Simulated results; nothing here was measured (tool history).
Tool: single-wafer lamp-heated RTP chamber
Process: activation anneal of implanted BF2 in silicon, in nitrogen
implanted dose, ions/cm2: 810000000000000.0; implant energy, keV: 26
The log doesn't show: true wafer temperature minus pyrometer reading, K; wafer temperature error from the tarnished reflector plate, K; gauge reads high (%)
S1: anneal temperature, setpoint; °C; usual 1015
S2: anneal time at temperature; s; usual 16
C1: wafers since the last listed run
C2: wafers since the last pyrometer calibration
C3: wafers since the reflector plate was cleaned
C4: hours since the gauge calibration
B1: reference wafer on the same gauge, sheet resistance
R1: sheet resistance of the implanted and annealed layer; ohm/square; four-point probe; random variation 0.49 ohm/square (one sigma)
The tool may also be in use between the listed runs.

{"run": 1, "hour": 0.0, "S1": 1015, "S2": 16, "C1": 0, "C2": 6849, "C3": 5399, "C4": 266.9, "B1": 145.05, "R1": 157.94}
{"run": 2, "hour": 44.8, "S1": 1015, "S2": 16, "C1": 1048, "C2": 7898, "C3": 6447, "C4": 311.7, "B1": 144.97, "R1": 157.94}
{"run": 3, "hour": 99.7, "S1": 1015, "S2": 16, "C1": 1284, "C2": 9182, "C3": 7732, "C4": 366.6, "B1": 145.01, "R1": 157.94}
{"hour": 115.6, "done": "pyrometer window cleaned and pyrometer calibrated"}
{"run": 4, "hour": 154.6, "S1": 1015, "S2": 16, "C1": 1097, "C2": 913, "C3": 8830, "C4": 421.5, "B1": 144.93, "R1": 160.48}
{"run": 5, "hour": 208.8, "S1": 1015, "S2": 16, "C1": 1268, "C2": 2182, "C3": 10099, "C4": 475.7, "B1": 144.98, "R1": 159.21}
{"hour": 230.2, "done": "reflector plate cleaned"}
{"run": 6, "hour": 238.2, "S1": 1015, "S2": 16, "C1": 500, "C2": 2682, "C3": 187, "C4": 505.1, "B1": 145.13, "R1": 160.72}
{"run": 7, "hour": 274.3, "S1": 1015, "S2": 16, "C1": 844, "C2": 3527, "C3": 1031, "C4": 541.2, "B1": 144.99, "R1": 160.09}
{"run": 8, "hour": 311.4, "S1": 1015, "S2": 16, "C1": 868, "C2": 4396, "C3": 1900, "C4": 578.3, "B1": 145.07, "R1": 159.11}
{"run": 9, "hour": 338.4, "S1": 1015, "S2": 16, "C1": 631, "C2": 5027, "C3": 2532, "C4": 605.3, "B1": 145.13, "R1": 158.89}
{"run": 10, "hour": 405.0, "S1": 1015, "S2": 20, "C1": 1558, "C2": 6586, "C3": 4090, "C4": 671.9, "B1": 145.06, "R1": 155.74}
{"run": 11, "hour": 453.1, "S1": 1015, "S2": 23, "C1": 1125, "C2": 7712, "C3": 5216, "C4": 720, "B1": 145.07, "R1": 154.72}
{"run": 12, "hour": 485.1, "S1": 1015, "S2": 16, "C1": 748, "C2": 8461, "C3": 5965, "C4": 752, "B1": 144.86, "R1": 157.82}
{"run": 13, "hour": 541.4, "S1": 1015, "S2": 16, "C1": 1317, "C2": 9779, "C3": 7283, "C4": 808.3, "B1": 145.14, "R1": 157.59}
{"run": 14, "hour": 569.5, "S1": 1015, "S2": 16, "C1": 657, "C2": 10436, "C3": 7940, "C4": 836.4, "B1": 144.99, "R1": 156.54}
{"hour": 609.4, "done": "pyrometer window cleaned and pyrometer calibrated"}
{"run": 15, "hour": 633.3, "S1": 1015, "S2": 16, "C1": 1305, "C2": 560, "C3": 9246, "C4": 900.2, "B1": 145.01, "R1": 160.92}
{"hour": 701.1, "done": "reflector plate cleaned"}
{"run": 16, "hour": 701.6, "S1": 1015, "S2": 16, "C1": 1411, "C2": 1971, "C3": 12, "C4": 968.5, "B1": 144.91, "R1": 160.44}
{"run": 17, "hour": 752.4, "S1": 1015, "S2": 16, "C1": 1188, "C2": 3160, "C3": 1201, "C4": 1019.3, "B1": 145, "R1": 160.63}
{"run": 18, "hour": 806.3, "S1": 1015, "S2": 16, "C1": 1261, "C2": 4422, "C3": 2463, "C4": 1073.2, "B1": 144.96, "R1": 159.55}
{"run": 19, "hour": 839.3, "S1": 1015, "S2": 16, "C1": 772, "C2": 5194, "C3": 3235, "C4": 1106.2, "B1": 144.98, "R1": 158.4}
{"run": 20, "hour": 907.9, "S1": 1041, "S2": 12, "C1": 1605, "C2": 6799, "C3": 4840, "C4": 1174.8, "B1": 144.98, "R1": 151.62}
{"run": 21, "hour": 969.2, "S1": 1031, "S2": 19, "C1": 1434, "C2": 8234, "C3": 6275, "C4": 1236.1, "B1": 144.93, "R1": 149.44}
{"hour": 999.4, "done": "gauge calibrated"}
{"hour": 1015.8, "done": "pyrometer window cleaned and pyrometer calibrated"}
{"run": 22, "hour": 1028.0, "S1": 1015, "S2": 16, "C1": 1188, "C2": 286, "C3": 7464, "C4": 28.6, "B1": 144.81, "R1": 161.04}
{"run": 23, "hour": 1076.5, "S1": 996, "S2": 16, "C1": 1135, "C2": 1421, "C3": 8599, "C4": 77.1, "B1": 145, "R1": 172.58}
{"run": 24, "hour": 1134.9, "S1": 1041, "S2": 7, "C1": 1366, "C2": 2788, "C3": 9966, "C4": 135.5, "B1": 145.13, "R1": 155.88}
{"hour": 1160.4, "done": "reflector plate cleaned"}
{"run": 25, "hour": 1295.9, "S1": 1015, "S2": 16, "C1": 3580, "C2": 6368, "C3": 3171, "C4": 296.5, "B1": 144.85, "R1": 158.17}
{"run": 26, "hour": 1329.4, "S1": 1039, "S2": 19, "C1": 784, "C2": 7152, "C3": 3955, "C4": 330, "B1": 145.02, "R1": 146.74}
{"run": 27, "hour": 1354.8, "S1": 1026, "S2": 10, "C1": 594, "C2": 7747, "C3": 4549, "C4": 355.4, "B1": 144.99, "R1": 157.32}
{"hour": 1426.7, "done": "pyrometer window cleaned and pyrometer calibrated"}
{"run": 28, "hour": 1427.2, "S1": 1015, "S2": 24, "C1": 1507, "C2": 12, "C3": 6056, "C4": 427.8, "B1": 144.99, "R1": 156.59}
{"run": 29, "hour": 1443.7, "S1": 1038, "S2": 10, "C1": 386, "C2": 398, "C3": 6443, "C4": 444.3, "B1": 145.05, "R1": 154.58}
{"run": 30, "hour": 1495.7, "S1": 998, "S2": 10, "C1": 1217, "C2": 1615, "C3": 7660, "C4": 496.3, "B1": 145.09, "R1": 175.96}
{"hour": 1571.7, "done": "reflector plate cleaned"}
{"run": 31, "hour": 1572.2, "S1": 1025, "S2": 25, "C1": 1603, "C2": 3219, "C3": 11, "C4": 572.8, "B1": 145.07, "R1": 150.29}
{"run": 32, "hour": 1610.0, "S1": 999, "S2": 10, "C1": 884, "C2": 4103, "C3": 896, "C4": 610.6, "B1": 145.01, "R1": 175.07}
{"run": 33, "hour": 1653.0, "S1": 995, "S2": 8, "C1": 1006, "C2": 5110, "C3": 1902, "C4": 653.6, "B1": 144.99, "R1": 178.84}
{"run": 34, "hour": 1714.8, "S1": 986, "S2": 22, "C1": 1446, "C2": 6556, "C3": 3348, "C4": 715.4, "B1": 144.9, "R1": 173.72}
{"run": 35, "hour": 1776.2, "S1": 1015, "S2": 16, "C1": 1437, "C2": 7993, "C3": 4785, "C4": 776.8, "B1": 144.95, "R1": 157.41}
{"hour": 1795.0, "done": "pyrometer window cleaned and pyrometer calibrated"}
{"run": 36, "hour": 1832.2, "S1": 1015, "S2": 16, "C1": 1123, "C2": 870, "C3": 5909, "C4": 832.8, "B1": 144.97, "R1": 161.26}

How the hidden state differs across the entries between the runs, from the last listed run before each to the first after it:
Between runs 3 and 4: pyrometer window cleaned and pyrometer calibrated (hour 115.6)
  true wafer temperature minus pyrometer reading, K: 7.55 -> 0.987
  measured less the result without the state, R1: -3.93 -> -0.54 ohm/square
Between runs 5 and 6: reflector plate cleaned (hour 230.2)
  true wafer temperature minus pyrometer reading, K: 1.89 -> 2.39
  measured less the result without the state, R1: -1.04 -> -1.31 ohm/square
Between runs 14 and 15: pyrometer window cleaned and pyrometer calibrated (hour 609.4)
  true wafer temperature minus pyrometer reading, K: 7.94 -> 0.434
  measured less the result without the state, R1: -4.08 -> -0.24 ohm/square
Between runs 15 and 16: reflector plate cleaned (hour 701.1)
  true wafer temperature minus pyrometer reading, K: 0.434 -> 1.58
  measured less the result without the state, R1: -0.24 -> -0.87 ohm/square
Between runs 21 and 22: gauge calibrated (hour 999.4); pyrometer window cleaned and pyrometer calibrated (hour 1015.8)
  true wafer temperature minus pyrometer reading, K: 6.06 -> 1.52
  measured less the result without the state, R1: -2.22 -> -0.84 ohm/square
Between runs 24 and 25: reflector plate cleaned (hour 1160.4)
  true wafer temperature minus pyrometer reading, K: 3.31 -> 6.01
  measured less the result without the state, R1: -1.33 -> -3.16 ohm/square
Between runs 27 and 28: pyrometer window cleaned and pyrometer calibrated (hour 1426.7)
  true wafer temperature minus pyrometer reading, K: 6.99 -> 1.03
  measured less the result without the state, R1: -3.2 -> -0.54 ohm/square
Between runs 30 and 31: reflector plate cleaned (hour 1571.7)
  true wafer temperature minus pyrometer reading, K: 2.18 -> 3.46
  measured less the result without the state, R1: -1.58 -> -1.38 ohm/square
Between runs 35 and 36: pyrometer window cleaned and pyrometer calibrated (hour 1795)
  true wafer temperature minus pyrometer reading, K: 6.87 -> 0.626
  measured less the result without the state, R1: -3.58 -> -0.34 ohm/square
